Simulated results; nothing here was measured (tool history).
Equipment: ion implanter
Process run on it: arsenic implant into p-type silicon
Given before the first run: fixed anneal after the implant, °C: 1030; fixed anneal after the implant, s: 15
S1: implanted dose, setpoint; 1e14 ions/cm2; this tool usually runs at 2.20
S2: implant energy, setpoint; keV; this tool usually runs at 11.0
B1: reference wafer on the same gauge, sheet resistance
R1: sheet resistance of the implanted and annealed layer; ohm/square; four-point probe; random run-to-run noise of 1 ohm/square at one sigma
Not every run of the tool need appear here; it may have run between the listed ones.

run	hour	S1	S2	B1	R1
1	0.0	2.20	11.0	453.82	404.55
2	156.4	2.20	11.0	452.98	405.14
3	204.5	2.20	11.0	452.69	405.15
4	229.6	2.20	11.0	452.51	406.19
5	295.8	2.20	11.0	451.61	403.15
6	343.5	2.20	9.0	451.86	412.69
7	388.8	2.20	9.0	450.88	412.25
8	454.1	2.20	11.0	449.98	403.54
9	519.6	2.20	11.0	448.91	401.33
10	553.2	2.20	11.0	448.57	403.44
11	608.4	2.20	11.0	447.94	402.76
12	722.0	2.20	11.0	445.69	399.66
13	863.7	1.74	11.0	442.91	476.96
14	909.0	2.83	12.5	442.00	322.77
# hour 932.6: gauge calibrated
15	937.7	2.63	8.0	455.44	367.10
16	995.8	2.63	8.0	455.46	365.05
17	1033.2	1.65	8.0	455.12	524.98
18	1086.2	1.72	12.0	455.70	490.23
19	1132.6	2.83	8.0	455.20	344.83
# hour 1140.7: Faraday cup replaced and dose calibrated
20	1179.4	1.72	12.5	454.99	484.96
# hour 1200.2: extraction supply calibrated
21	1225.9	2.39	11.0	454.58	383.41
22	1277.6	2.63	8.0	454.53	363.89
23	1366.7	2.20	11.0	453.56	406.09
24	1435.4	2.63	8.0	452.97	364.48
25	1489.1	2.83	12.5	452.31	329.28
26	1520.3	1.76	13.0	451.98	471.42

Predict each of these 4 candidate next runs independently; none follows another, all start after run 26:
A	1520.7	2.20	7.5	?	?
B	1520.7	2.20	8.0	?	?
C	1520.7	1.85	12.5	?	?
D	1520.7	1.92	11.0	?	?

run	B1	R1
A	452.29	417.12
B	452.29	414.81
C	452.29	453.86
D	452.29	447.29
With no hidden state in the tool, these same runs would have given:
run	R1
A	419.81
B	417.49
C	456.79
D	450.18

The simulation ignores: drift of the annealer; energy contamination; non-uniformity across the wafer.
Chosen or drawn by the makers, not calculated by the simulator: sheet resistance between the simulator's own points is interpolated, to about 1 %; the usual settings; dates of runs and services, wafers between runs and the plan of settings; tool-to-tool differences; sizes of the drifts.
